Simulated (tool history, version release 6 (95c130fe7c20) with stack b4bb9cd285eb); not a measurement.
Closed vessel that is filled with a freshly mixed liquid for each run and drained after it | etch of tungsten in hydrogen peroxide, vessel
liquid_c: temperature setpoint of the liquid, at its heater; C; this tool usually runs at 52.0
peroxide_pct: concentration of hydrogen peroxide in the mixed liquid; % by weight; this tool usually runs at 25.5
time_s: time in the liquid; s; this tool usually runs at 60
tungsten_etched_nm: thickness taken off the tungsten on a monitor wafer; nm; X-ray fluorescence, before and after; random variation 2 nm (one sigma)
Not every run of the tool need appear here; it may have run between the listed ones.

run,hour,liquid_c,peroxide_pct,time_s,"read-back film thickness of the tungsten reference wafer, read on the same gauge (nm)",tungsten_etched_nm
1,0.0,52.0,25.5,60,99.97,220.30
2,48.0,52.0,25.5,60,99.99,217.45
3,77.6,52.0,25.5,60,100.02,219.14
4,104.5,52.0,25.5,60,100.01,219.31
5,130.1,52.0,25.5,60,100.04,218.13
6,184.8,52.0,25.5,60,99.98,219.02
# hour 231.6: gauge calibrated
7,244.1,52.0,21.0,45,100.02,147.98
8,312.3,52.0,30.0,45,99.98,178.00
9,344.1,52.0,25.5,40,99.97,144.26
10,372.5,52.0,25.5,60,99.98,216.07
11,418.9,52.0,25.5,60,99.97,220.25
12,463.9,52.0,25.5,60,99.98,221.11
13,507.8,43.5,18.5,60,99.99,109.20
14,559.8,49.0,25.5,60,99.98,181.29
# hour 576.8: new drum of peroxide connected
15,626.8,52.0,25.5,60,99.95,220.33
16,676.6,46.5,30.0,40,100.00,112.06
# hour 805.9: thermometer replaced
17,872.6,52.0,29.5,60,100.02,230.44
18,928.9,47.0,19.0,95,100.01,220.25
19,977.7,42.5,27.5,85,100.00,176.16
20,1033.5,46.0,23.0,85,99.98,202.77
21,1080.9,52.0,25.5,60,100.01,215.76
22,1139.1,43.5,25.5,60,99.99,128.48
# hour 1160.0: peroxide flow meter replaced
# hour 1175.2: new drum of peroxide connected
23,1175.7,52.0,25.5,60,100.01,218.59
24,1244.4,52.0,25.5,60,100.05,218.07
25,1446.6,52.0,19.5,40,100.03,127.33
26,1500.1,52.0,25.5,60,99.99,219.44
27,1543.1,57.0,18.5,75,99.97,311.65
28,1608.4,52.0,25.5,50,99.98,183.63
29,1638.3,46.0,25.5,45,100.03,112.75
30,1692.1,42.0,20.5,50,100.02,87.73
31,1737.9,52.0,25.5,60,100.03,218.75

Alternative continuations, all from the tool just after run 31; predict every row:
A,1738.6,52.0,25.5,75,?,?
B,1738.6,45.5,18.0,75,?,?
C,1738.6,47.5,28.5,75,?,?

run,"read-back film thickness of the tungsten reference wafer, read on the same gauge (nm)",tungsten_etched_nm
A,100.06,272.69
B,100.06,153.51
C,100.06,218.87
Had the tool no hidden state, the same runs would have come out as:
run,tungsten_etched_nm
A,272.69
B,153.51
C,218.87
